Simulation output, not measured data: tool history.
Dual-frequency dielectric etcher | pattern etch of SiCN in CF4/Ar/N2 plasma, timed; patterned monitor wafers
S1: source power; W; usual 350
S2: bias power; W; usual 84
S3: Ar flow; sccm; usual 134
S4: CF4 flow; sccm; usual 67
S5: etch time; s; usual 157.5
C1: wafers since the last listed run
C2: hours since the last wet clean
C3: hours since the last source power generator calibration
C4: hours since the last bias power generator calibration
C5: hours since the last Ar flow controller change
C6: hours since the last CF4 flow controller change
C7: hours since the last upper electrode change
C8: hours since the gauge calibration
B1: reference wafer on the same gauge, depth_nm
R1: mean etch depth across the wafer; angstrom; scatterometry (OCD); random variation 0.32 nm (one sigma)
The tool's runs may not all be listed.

{"run": 1, "day": 0.0, "S1": 350, "S2": 84, "S3": 157, "S4": 67, "S5": 157.5, "C1": 0, "C2": 248.5, "C3": 1971.2, "C4": 2424.2, "C5": 3190.9, "C6": 4579.1, "C7": 2460.0, "C8": 103.8, "B1": 101.9, "R1": 1177}
{"run": 2, "day": 3.779, "S1": 350, "S2": 84, "S3": 157, "S4": 67, "S5": 157.5, "C1": 677, "C2": 339.2, "C3": 2061.9, "C4": 2514.9, "C5": 3281.6, "C6": 4669.8, "C7": 2550.7, "C8": 194.5, "B1": 102.0, "R1": 1178}
{"run": 3, "day": 7.104, "S1": 350, "S2": 84, "S3": 157, "S4": 67, "S5": 157.5, "C1": 595, "C2": 419.0, "C3": 2141.7, "C4": 2594.7, "C5": 3361.4, "C6": 4749.6, "C7": 2630.5, "C8": 274.3, "B1": 102.0, "R1": 1172}
{"run": 4, "day": 10.667, "S1": 350, "S2": 84, "S3": 134, "S4": 67, "S5": 157.5, "C1": 638, "C2": 504.5, "C3": 2227.2, "C4": 2680.2, "C5": 3446.9, "C6": 4835.1, "C7": 2716.0, "C8": 359.8, "B1": 102.0, "R1": 1199}
{"run": 5, "day": 12.738, "S1": 350, "S2": 84, "S3": 134, "S4": 55, "S5": 157.5, "C1": 371, "C2": 554.2, "C3": 2276.9, "C4": 2729.9, "C5": 3496.6, "C6": 4884.8, "C7": 2765.7, "C8": 409.5, "B1": 101.9, "R1": 1171}
{"run": 6, "day": 15.246, "S1": 350, "S2": 84, "S3": 134, "S4": 67, "S5": 157.5, "C1": 449, "C2": 614.4, "C3": 2337.1, "C4": 2790.1, "C5": 3556.8, "C6": 4945.0, "C7": 2825.9, "C8": 469.7, "B1": 102.0, "R1": 1195}
{"day": 15.792, "done": "bias power generator calibrated"}
{"day": 16.692, "done": "wet clean of the chamber"}
{"day": 16.817, "done": "CF4 flow controller replaced"}
{"day": 21.417, "done": "source power generator calibrated"}
{"day": 22.725, "done": "Ar flow controller replaced"}
{"day": 24.267, "done": "upper electrode replaced"}
{"run": 7, "day": 24.288, "S1": 350, "S2": 84, "S3": 106, "S4": 67, "S5": 142.5, "C1": 1153, "C2": 182.3, "C3": 68.9, "C4": 203.9, "C5": 37.5, "C6": 179.3, "C7": 0.5, "C8": 686.7, "B1": 102.0, "R1": 1155}
{"run": 8, "day": 26.342, "S1": 350, "S2": 100, "S3": 134, "S4": 67, "S5": 157.5, "C1": 368, "C2": 231.6, "C3": 118.2, "C4": 253.2, "C5": 86.8, "C6": 228.6, "C7": 49.8, "C8": 736.0, "B1": 102.1, "R1": 1369}
{"run": 9, "day": 28.192, "S1": 350, "S2": 67, "S3": 134, "S4": 67, "S5": 157.5, "C1": 331, "C2": 276.0, "C3": 162.6, "C4": 297.6, "C5": 131.2, "C6": 273.0, "C7": 94.2, "C8": 780.4, "B1": 102.1, "R1": 1083}
{"run": 10, "day": 31.288, "S1": 350, "S2": 84, "S3": 134, "S4": 67, "S5": 157.5, "C1": 554, "C2": 350.3, "C3": 236.9, "C4": 371.9, "C5": 205.5, "C6": 347.3, "C7": 168.5, "C8": 854.7, "B1": 102.0, "R1": 1236}
{"run": 11, "day": 35.888, "S1": 350, "S2": 84, "S3": 134, "S4": 67, "S5": 157.5, "C1": 824, "C2": 460.7, "C3": 347.3, "C4": 482.3, "C5": 315.9, "C6": 457.7, "C7": 278.9, "C8": 965.1, "B1": 102.0, "R1": 1235}
{"run": 12, "day": 39.142, "S1": 350, "S2": 84, "S3": 162, "S4": 53, "S5": 157.5, "C1": 583, "C2": 538.8, "C3": 425.4, "C4": 560.4, "C5": 394.0, "C6": 535.8, "C7": 357.0, "C8": 1043.2, "B1": 102.0, "R1": 1169}
{"day": 40.175, "done": "wet clean of the chamber"}
{"run": 13, "day": 43.075, "S1": 300, "S2": 84, "S3": 134, "S4": 67, "S5": 191.5, "C1": 525, "C2": 69.6, "C3": 519.8, "C4": 654.8, "C5": 488.4, "C6": 630.2, "C7": 451.4, "C8": 1137.6, "B1": 102.0, "R1": 1330}
{"run": 14, "day": 47.358, "S1": 350, "S2": 84, "S3": 134, "S4": 67, "S5": 157.5, "C1": 767, "C2": 172.4, "C3": 622.6, "C4": 757.6, "C5": 591.2, "C6": 733.0, "C7": 554.2, "C8": 1240.4, "B1": 102.0, "R1": 1239}
{"run": 15, "day": 51.292, "S1": 290, "S2": 67, "S3": 118, "S4": 67, "S5": 157.5, "C1": 704, "C2": 266.8, "C3": 717.0, "C4": 852.0, "C5": 685.6, "C6": 827.4, "C7": 648.6, "C8": 1334.8, "B1": 102.0, "R1": 945}
{"run": 16, "day": 60.538, "S1": 390, "S2": 84, "S3": 134, "S4": 67, "S5": 157.5, "C1": 1657, "C2": 488.7, "C3": 938.9, "C4": 1073.9, "C5": 907.5, "C6": 1049.3, "C7": 870.5, "C8": 1556.7, "B1": 102.0, "R1": 1350}
{"day": 63.388, "done": "wet clean of the chamber"}
{"run": 17, "day": 64.1, "S1": 350, "S2": 84, "S3": 134, "S4": 52, "S5": 157.5, "C1": 459, "C2": 17.1, "C3": 1024.4, "C4": 1159.4, "C5": 993.0, "C6": 1134.8, "C7": 956.0, "C8": 1642.2, "B1": 101.9, "R1": 1201}
{"run": 18, "day": 65.667, "S1": 350, "S2": 69, "S3": 134, "S4": 67, "S5": 144.0, "C1": 280, "C2": 54.7, "C3": 1062.0, "C4": 1197.0, "C5": 1030.6, "C6": 1172.4, "C7": 993.6, "C8": 1679.8, "B1": 102.0, "R1": 999}
{"run": 19, "day": 68.912, "S1": 420, "S2": 77, "S3": 116, "S4": 67, "S5": 174.0, "C1": 581, "C2": 132.6, "C3": 1139.9, "C4": 1274.9, "C5": 1108.5, "C6": 1250.3, "C7": 1071.5, "C8": 1757.7, "B1": 101.9, "R1": 1529}
{"run": 20, "day": 72.833, "S1": 350, "S2": 84, "S3": 134, "S4": 67, "S5": 157.5, "C1": 702, "C2": 226.7, "C3": 1234.0, "C4": 1369.0, "C5": 1202.6, "C6": 1344.4, "C7": 1165.6, "C8": 1851.8, "B1": 102.0, "R1": 1235}
{"run": 21, "day": 75.438, "S1": 310, "S2": 84, "S3": 108, "S4": 54, "S5": 157.5, "C1": 466, "C2": 289.2, "C3": 1296.5, "C4": 1431.5, "C5": 1265.1, "C6": 1406.9, "C7": 1228.1, "C8": 1914.3, "B1": 102.0, "R1": 1117}

Forecast each of these 4 alternatives for the next run:
{"run": "A", "day": 75.458, "S1": 350, "S2": 84, "S3": 134, "S4": 80, "S5": 157.5, "C1": 3, "C2": 289.7, "C3": 1297.0, "C4": 1432.0, "C5": 1265.6, "C6": 1407.4, "C7": 1228.6, "C8": 1914.8, "B1": "?", "R1": "?"}
{"run": "B", "day": 75.458, "S1": 380, "S2": 66, "S3": 134, "S4": 73, "S5": 133.0, "C1": 3, "C2": 289.7, "C3": 1297.0, "C4": 1432.0, "C5": 1265.6, "C6": 1407.4, "C7": 1228.6, "C8": 1914.8, "B1": "?", "R1": "?"}
{"run": "C", "day": 75.458, "S1": 440, "S2": 84, "S3": 134, "S4": 53, "S5": 112.5, "C1": 3, "C2": 289.7, "C3": 1297.0, "C4": 1432.0, "C5": 1265.6, "C6": 1407.4, "C7": 1228.6, "C8": 1914.8, "B1": "?", "R1": "?"}
{"run": "D", "day": 75.458, "S1": 270, "S2": 84, "S3": 134, "S4": 75, "S5": 194.0, "C1": 3, "C2": 289.7, "C3": 1297.0, "C4": 1432.0, "C5": 1265.6, "C6": 1407.4, "C7": 1228.6, "C8": 1914.8, "B1": "?", "R1": "?"}

run=A B1=102.0 R1=1252
run=B B1=102.0 R1=973
run=C B1=102.0 R1=1033
run=D B1=102.0 R1=1245
Without the tool's hidden state the same runs would have given:
run=A R1=1266
run=B R1=983
run=C R1=1044
run=D R1=1259
